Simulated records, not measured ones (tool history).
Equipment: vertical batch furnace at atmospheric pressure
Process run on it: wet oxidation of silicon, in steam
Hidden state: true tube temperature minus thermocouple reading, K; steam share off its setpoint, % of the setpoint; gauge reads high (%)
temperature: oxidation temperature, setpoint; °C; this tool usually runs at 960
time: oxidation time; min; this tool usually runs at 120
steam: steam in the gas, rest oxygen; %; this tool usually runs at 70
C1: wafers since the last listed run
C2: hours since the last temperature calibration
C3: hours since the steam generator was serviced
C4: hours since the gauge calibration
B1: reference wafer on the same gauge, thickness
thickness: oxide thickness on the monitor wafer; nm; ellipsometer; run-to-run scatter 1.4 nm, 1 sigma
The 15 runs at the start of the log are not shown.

Run 16, day 49.146: usual settings; C1 1113; C2 4371.6; C3 1361.8; C4 1172.3; B1 400.91. Result: thickness 396.75 nm.
At day 52.712: thermocouples replaced and temperature profile calibrated.
Run 17, day 53.083: usual settings; C1 747; C2 8.9; C3 1456.3; C4 1266.8; B1 400.94. Result: thickness 398.87 nm.
Run 18, day 57.125: usual settings but temperature 938 °C, time 170.5 min; C1 1028; C2 105.9; C3 1553.3; C4 1363.8; B1 400.97. Result: thickness 427.3 nm.
Run 19, day 65.154: usual settings; C1 2042; C2 298.6; C3 1746; C4 1556.5; B1 400.96. Result: thickness 398 nm.
Run 20, day 68.192: usual settings; C1 772; C2 371.5; C3 1818.9; C4 1629.4; B1 400.79. Result: thickness 394.74 nm.
Run 21, day 70.858: usual settings but temperature 981 °C, time 63 min, steam 77 %; C1 678; C2 435.5; C3 1882.9; C4 1693.4; B1 401.05. Result: thickness 321.45 nm.
Run 22, day 75.354: usual settings but time 179 min; C1 1143; C2 543.4; C3 1990.8; C4 1801.3; B1 401.11. Result: thickness 514.89 nm.
Run 23, day 86.662: usual settings but temperature 972 °C, time 69.5 min, steam 76 %; C1 2877; C2 814.8; C3 2262.2; C4 2072.7; B1 401.42. Result: thickness 314.2 nm.
Run 24, day 88.312: usual settings but temperature 977 °C, time 100.5 min, steam 76 %; C1 419; C2 854.4; C3 2301.8; C4 2112.3; B1 400.74. Result: thickness 416.31 nm.
At day 89.467: steam generator serviced.
Run 25, day 90.508: usual settings but temperature 979 °C, time 137 min, steam 74 %; C1 304; C2 907.1; C3 25; C4 2165; B1 401.02. Result: thickness 522.55 nm.
Run 26, day 94.262: usual settings but temperature 975 °C, time 147.5 min, steam 75 %; C1 955; C2 997.2; C3 115.1; C4 2255.1; B1 401.19. Result: thickness 538.49 nm.
Run 27, day 96.538: usual settings but temperature 941 °C, time 140.5 min; C1 578; C2 1051.8; C3 169.7; C4 2309.7; B1 400.86. Result: thickness 385.61 nm.
At day 98.712: gauge calibrated.
Run 28, day 99.788: usual settings but steam 64 %; C1 826; C2 1129.8; C3 247.7; C4 25.8; B1 401.08. Result: thickness 379.08 nm.
Run 29, day 102.962: usual settings but time 160.5 min, steam 80 %; C1 807; C2 1206; C3 323.9; C4 102; B1 401.28. Result: thickness 535.26 nm.
Run 30, day 105.738: usual settings but temperature 980 °C, time 153.5 min; C1 706; C2 1272.6; C3 390.5; C4 168.6; B1 400.94. Result: thickness 545.28 nm.
Run 31, day 108.45: usual settings but temperature 979 °C; C1 690; C2 1337.7; C3 455.6; C4 233.7; B1 400.91. Result: thickness 463.3 nm.
Run 32, day 111.246: usual settings; C1 711; C2 1404.8; C3 522.7; C4 300.8; B1 401.14. Result: thickness 403.95 nm.
Run 33, day 115.7: usual settings but time 82.5 min; C1 1133; C2 1511.7; C3 629.6; C4 407.7; B1 400.92. Result: thickness 313.58 nm.
Run 34, day 117.217: usual settings but temperature 974 °C, time 179 min; C1 385; C2 1548.1; C3 666; C4 444.1; B1 400.84. Result: thickness 581.18 nm.
Run 35, day 121.083: usual settings; C1 983; C2 1640.9; C3 758.8; C4 536.9; B1 400.6. Result: thickness 400.38 nm.
Run 36, day 124.454: usual settings but temperature 976 °C, time 67 min, steam 76 %; C1 857; C2 1721.8; C3 839.7; C4 617.8; B1 401.19. Result: thickness 324.24 nm.
Run 37, day 127.338: usual settings; C1 733; C2 1791; C3 908.9; C4 687; B1 400.98. Result: thickness 399.92 nm.
Run 38, day 130.183: usual settings; C1 724; C2 1859.3; C3 977.2; C4 755.3; B1 401.33. Result: thickness 401.17 nm.
Run 39, day 134.646: usual settings but temperature 982 °C, steam 80 %; C1 1135; C2 1966.4; C3 1084.3; C4 862.4; B1 400.81. Result: thickness 514.14 nm.

3 ways to go on from here, each from the tool as it stands after run 39. What would each give?
Run A, day 134.892: usual settings; C1 62; C2 1972.3; C3 1090.2; C4 868.3; B1 ?. Result: thickness ?.
Run B, day 134.892: usual settings but steam 67 %; C1 62; C2 1972.3; C3 1090.2; C4 868.3; B1 ?. Result: thickness ?.
Run C, day 134.892: usual settings but temperature 948 °C, time 99.5 min, steam 64 %; C1 62; C2 1972.3; C3 1090.2; C4 868.3; B1 ?. Result: thickness ?.

run      B1  thickness
  A  401.19     401.45
  B  401.19     389.65
  C  401.19     300.76
Stripped of hidden state, with their random variation kept, the same runs would have yielded:
run  thickness
  A     404.14
  B     392.26
  C     302.84
